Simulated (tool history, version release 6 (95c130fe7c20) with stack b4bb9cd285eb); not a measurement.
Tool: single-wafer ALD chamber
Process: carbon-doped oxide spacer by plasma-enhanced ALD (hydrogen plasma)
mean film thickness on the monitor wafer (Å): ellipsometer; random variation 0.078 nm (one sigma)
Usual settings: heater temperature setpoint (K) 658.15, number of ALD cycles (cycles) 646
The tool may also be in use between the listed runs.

run    hour  heater temperature setpoint (K)  number of ALD cycles (cycles)  wafers since the last listed run  hours since the last thermocouple change  hours since the gauge calibration  read-back reference wafer on the same gauge, thickness_nm  mean film thickness on the monitor wafer (Å)
  1       0                           654.15                            610                                 0                                      1841                              406.8                                                     35.363                                        295.86
  2    28.9                           654.15                            610                                18                                    1869.9                              435.7                                                     35.402                                        295.48
  3    50.2                           658.15                            646                                13                                    1891.2                                457                                                     35.436                                        314.14
  4    72.3                           658.15                            646                                14                                    1913.3                              479.1                                                     35.374                                        313.69
  5   116.8                           658.15                            646                                29                                    1957.8                              523.6                                                     35.436                                        314.33
  6   146.4                           665.15                            646                                19                                    1987.4                              553.2                                                     35.423                                        312.58
  7   188.3                           658.15                            646                                27                                    2029.3                              595.1                                                     35.398                                        313.75
  8   287.5                           658.15                            543                                64                                    2128.5                              694.3                                                     35.394                                        262.65
  9   306.2                           658.15                            543                                12                                    2147.2                                713                                                     35.377                                        263.55
 10   327.5                           658.15                            646                                13                                    2168.5                              734.3                                                     35.454                                        313.91
 11   353.1                           658.15                            646                                16                                    2194.1                              759.9                                                     35.421                                        313.98
 12   371.3                           658.15                            646                                11                                    2212.3                              778.1                                                     35.398                                        311.79
 13     388                           651.15                            646                                10                                      2229                              794.8                                                     35.371                                        313.26
 14   417.6                           658.15                            646                                19                                    2258.6                              824.4                                                     35.398                                         313.1
 15     441                           658.15                            646                                15                                      2282                              847.8                                                     35.382                                        314.16
 16   470.2                           658.15                            646                                19                                    2311.2                                877                                                     35.399                                        314.85
 17   503.9                           658.15                            646                                22                                    2344.9                              910.7                                                     35.346                                        314.33
 18   523.2                           658.15                            698                                12                                    2364.2                                930                                                     35.372                                        338.21
 19   539.9                           658.15                            646                                10                                    2380.9                              946.7                                                     35.368                                        314.25
 20   570.1                           658.15                            646                                19                                    2411.1                              976.9                                                     35.387                                        313.88
 21   589.7                           644.15                            703                                12                                    2430.7                              996.5                                                      35.43                                         342.5
 22   610.5                           664.15                            714                                13                                    2451.5                             1017.3                                                     35.392                                        346.42
 23   625.4                           658.15                            570                                 9                                    2466.4                             1032.2                                                     35.382                                         276.5
 24   654.1                           665.15                            646                                18                                    2495.1                             1060.9                                                     35.436                                        314.36
      666.4  -- gauge calibrated
 25   678.5                           649.15                            775                                15                                    2519.5                               12.1                                                     35.409                                         375.2
      696.8  -- thermocouple changed; heater temperature recalibrated
 26   712.1                           658.15                            707                                16                                      15.3                               45.7                                                     35.435                                        342.02
 27   728.9                           673.15                            532                                10                                      32.1                               62.5                                                      35.36                                        257.72
 28   777.9                           651.15                            701                                32                                      81.1                              111.5                                                     35.425                                        339.89
 29   791.1                           663.15                            719                                 8                                      94.3                              124.7                                                     35.382                                        347.77
 30   816.3                           650.15                            775                                16                                     119.5                              149.9                                                      35.35                                        376.47
 31     887                           644.15                            742                                46                                     190.2                              220.6                                                     35.406                                        361.59
 32   920.4                           658.15                            646                                21                                     223.6                                254                                                     35.367                                        314.96
 33   977.1                           652.15                            646                                37                                     280.3                              310.7                                                     35.388                                        315.24
 34  1007.3                           668.15                            646                                19                                     310.5                              340.9                                                     35.406                                        313.16
 35  1042.7                           651.15                            587                                23                                     345.9                              376.3                                                     35.395                                           286
 36  1078.2                           662.15                            582                                23                                     381.4                              411.8                                                     35.369                                        281.98
 37  1108.1                           648.15                            766                                19                                     411.3                              441.7                                                      35.43                                        372.03
 38  1122.8                           658.15                            646                                 9                                       426                              456.4                                                     35.389                                        312.71

The tool's hidden state at each run:
wafer temperature above the value expected at the setpoint (K): 0 in every run
gauge reads high (%): 0 in every run
